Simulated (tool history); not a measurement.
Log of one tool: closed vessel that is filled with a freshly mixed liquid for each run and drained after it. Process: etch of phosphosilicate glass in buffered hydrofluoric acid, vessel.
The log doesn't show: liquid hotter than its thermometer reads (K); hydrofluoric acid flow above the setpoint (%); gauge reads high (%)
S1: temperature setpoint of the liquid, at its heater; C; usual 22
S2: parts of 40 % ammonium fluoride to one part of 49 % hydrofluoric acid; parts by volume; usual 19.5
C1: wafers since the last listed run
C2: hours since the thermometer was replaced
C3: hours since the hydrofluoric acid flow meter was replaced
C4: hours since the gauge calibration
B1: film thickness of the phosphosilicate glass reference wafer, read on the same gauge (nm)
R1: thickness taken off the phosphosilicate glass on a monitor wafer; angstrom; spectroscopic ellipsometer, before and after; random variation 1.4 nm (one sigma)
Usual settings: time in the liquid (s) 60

{"run": 1, "hour": 0.0, "S1": 22, "S2": 19.5, "time in the liquid (s)": 60, "C1": 0, "C2": 856.1, "C3": 999.6, "C4": 551.2, "B1": 50, "R1": 1720.7}
{"run": 2, "hour": 56.8, "S1": 22, "S2": 19.5, "time in the liquid (s)": 60, "C1": 5397, "C2": 912.9, "C3": 1056.4, "C4": 608, "B1": 49.99, "R1": 1710.2}
{"run": 3, "hour": 111.0, "S1": 22, "S2": 19.5, "time in the liquid (s)": 60, "C1": 5150, "C2": 967.1, "C3": 1110.6, "C4": 662.2, "B1": 50.01, "R1": 1718.4}
{"run": 4, "hour": 153.9, "S1": 22, "S2": 19.5, "time in the liquid (s)": 60, "C1": 4076, "C2": 1010, "C3": 1153.5, "C4": 705.1, "B1": 50, "R1": 1741.8}
{"run": 5, "hour": 192.0, "S1": 22, "S2": 19.5, "time in the liquid (s)": 60, "C1": 3620, "C2": 1048.1, "C3": 1191.6, "C4": 743.2, "B1": 50, "R1": 1715.5}
{"run": 6, "hour": 252.9, "S1": 20, "S2": 19.5, "time in the liquid (s)": 60, "C1": 5787, "C2": 1109, "C3": 1252.5, "C4": 804.1, "B1": 49.98, "R1": 1553.7}
{"run": 7, "hour": 301.5, "S1": 22, "S2": 19.5, "time in the liquid (s)": 60, "C1": 4618, "C2": 1157.6, "C3": 1301.1, "C4": 852.7, "B1": 50, "R1": 1754}
{"run": 8, "hour": 369.5, "S1": 22, "S2": 19.5, "time in the liquid (s)": 60, "C1": 6462, "C2": 1225.6, "C3": 1369.1, "C4": 920.7, "B1": 49.99, "R1": 1742.1}
{"hour": 414.1, "done": "gauge calibrated"}
{"run": 9, "hour": 423.7, "S1": 22, "S2": 19.5, "time in the liquid (s)": 60, "C1": 5150, "C2": 1279.8, "C3": 1423.3, "C4": 9.6, "B1": 49.99, "R1": 1750.6}
{"run": 10, "hour": 449.7, "S1": 22, "S2": 19.5, "time in the liquid (s)": 60, "C1": 2470, "C2": 1305.8, "C3": 1449.3, "C4": 35.6, "B1": 49.99, "R1": 1743.6}
{"run": 11, "hour": 478.7, "S1": 22, "S2": 19.5, "time in the liquid (s)": 60, "C1": 2756, "C2": 1334.8, "C3": 1478.3, "C4": 64.6, "B1": 49.99, "R1": 1742.7}
{"run": 12, "hour": 528.8, "S1": 19.5, "S2": 19.5, "time in the liquid (s)": 60, "C1": 4761, "C2": 1384.9, "C3": 1528.4, "C4": 114.7, "B1": 50.01, "R1": 1513.3}
{"run": 13, "hour": 562.1, "S1": 19.5, "S2": 19.5, "time in the liquid (s)": 60, "C1": 3164, "C2": 1418.2, "C3": 1561.7, "C4": 148, "B1": 50.01, "R1": 1544.4}
{"run": 14, "hour": 630.1, "S1": 19.5, "S2": 19.5, "time in the liquid (s)": 60, "C1": 6462, "C2": 1486.2, "C3": 1629.7, "C4": 216, "B1": 50.01, "R1": 1513.9}
{"run": 15, "hour": 694.6, "S1": 25, "S2": 19.5, "time in the liquid (s)": 95, "C1": 6129, "C2": 1550.7, "C3": 1694.2, "C4": 280.5, "B1": 50.03, "R1": 3336.6}
{"run": 16, "hour": 730.0, "S1": 22, "S2": 19.5, "time in the liquid (s)": 30, "C1": 3364, "C2": 1586.1, "C3": 1729.6, "C4": 315.9, "B1": 50, "R1": 895.2}
{"run": 17, "hour": 788.4, "S1": 22, "S2": 19.5, "time in the liquid (s)": 60, "C1": 5550, "C2": 1644.5, "C3": 1788, "C4": 374.3, "B1": 49.98, "R1": 1758.4}
{"run": 18, "hour": 835.2, "S1": 26.5, "S2": 26.5, "time in the liquid (s)": 80, "C1": 4447, "C2": 1691.3, "C3": 1834.8, "C4": 421.1, "B1": 49.99, "R1": 2405}
{"run": 19, "hour": 883.7, "S1": 22, "S2": 19.5, "time in the liquid (s)": 60, "C1": 4609, "C2": 1739.8, "C3": 1883.3, "C4": 469.6, "B1": 49.98, "R1": 1785.7}
{"run": 20, "hour": 945.7, "S1": 26.5, "S2": 19.5, "time in the liquid (s)": 60, "C1": 5892, "C2": 1801.8, "C3": 1945.3, "C4": 531.6, "B1": 49.98, "R1": 2285}
{"hour": 981.2, "done": "hydrofluoric acid flow meter replaced"}
{"run": 21, "hour": 1007.1, "S1": 25.5, "S2": 12.5, "time in the liquid (s)": 85, "C1": 5740, "C2": 1863.2, "C3": 25.9, "C4": 593, "B1": 50.01, "R1": 5114.4}
{"run": 22, "hour": 1046.8, "S1": 22, "S2": 19.5, "time in the liquid (s)": 60, "C1": 3772, "C2": 1902.9, "C3": 65.6, "C4": 632.7, "B1": 50.02, "R1": 1910}
{"run": 23, "hour": 1082.9, "S1": 20, "S2": 22, "time in the liquid (s)": 85, "C1": 3430, "C2": 1939, "C3": 101.7, "C4": 668.8, "B1": 50.01, "R1": 2133.5}
{"hour": 1107.4, "done": "thermometer replaced"}
{"run": 24, "hour": 1124.0, "S1": 22, "S2": 19.5, "time in the liquid (s)": 60, "C1": 3810, "C2": 16.6, "C3": 142.8, "C4": 709.9, "B1": 49.98, "R1": 1890.3}
{"run": 25, "hour": 1174.5, "S1": 20, "S2": 22, "time in the liquid (s)": 85, "C1": 4799, "C2": 67.1, "C3": 193.3, "C4": 760.4, "B1": 50, "R1": 2141.8}
{"hour": 1187.2, "done": "hydrofluoric acid flow meter replaced, repeated, since the last time left the tool worse"}
{"run": 26, "hour": 1232.6, "S1": 20.5, "S2": 24.5, "time in the liquid (s)": 90, "C1": 5426, "C2": 125.2, "C3": 45.4, "C4": 818.5, "B1": 50, "R1": 1929.8}
{"run": 27, "hour": 1282.5, "S1": 26.5, "S2": 15, "time in the liquid (s)": 60, "C1": 4742, "C2": 175.1, "C3": 95.3, "C4": 868.4, "B1": 50, "R1": 2770}
{"run": 28, "hour": 1323.3, "S1": 22, "S2": 19.5, "time in the liquid (s)": 60, "C1": 3877, "C2": 215.9, "C3": 136.1, "C4": 909.2, "B1": 50, "R1": 1681.9}
{"run": 29, "hour": 1376.9, "S1": 24.5, "S2": 14, "time in the liquid (s)": 60, "C1": 5093, "C2": 269.5, "C3": 189.7, "C4": 962.8, "B1": 50, "R1": 2639.6}
{"run": 30, "hour": 1421.2, "S1": 22, "S2": 19.5, "time in the liquid (s)": 70, "C1": 4210, "C2": 313.8, "C3": 234, "C4": 1007.1, "B1": 50.02, "R1": 1952.1}
{"run": 31, "hour": 1454.9, "S1": 22, "S2": 12, "time in the liquid (s)": 40, "C1": 3202, "C2": 347.5, "C3": 267.7, "C4": 1040.8, "B1": 50.02, "R1": 1812.1}
{"run": 32, "hour": 1512.0, "S1": 22, "S2": 19.5, "time in the liquid (s)": 80, "C1": 5426, "C2": 404.6, "C3": 324.8, "C4": 1097.9, "B1": 49.99, "R1": 2263.1}

What the log doesn't show, run by run:
liquid hotter than its thermometer reads (K): 0 in every run
gauge reads high (%): 0 in every run
H1: hydrofluoric acid flow above the setpoint (%)
run=1 H1=4.09
run=2 H1=4.31
run=3 H1=4.51
run=4 H1=4.67
run=5 H1=4.81
run=6 H1=5.03
run=7 H1=5.21
run=8 H1=5.47
run=9 H1=5.67
run=10 H1=5.77
run=11 H1=5.87
run=12 H1=6.06
run=13 H1=6.18
run=14 H1=6.44
run=15 H1=6.68
run=16 H1=6.81
run=17 H1=7.02
run=18 H1=7.2
run=19 H1=7.38
run=20 H1=7.61
run=21 H1=15
run=22 H1=15.1
run=23 H1=15.2
run=24 H1=15.4
run=25 H1=15.6
run=26 H1=0.432
run=27 H1=0.618
run=28 H1=0.769
run=29 H1=0.969
run=30 H1=1.13
run=31 H1=1.26
run=32 H1=1.47
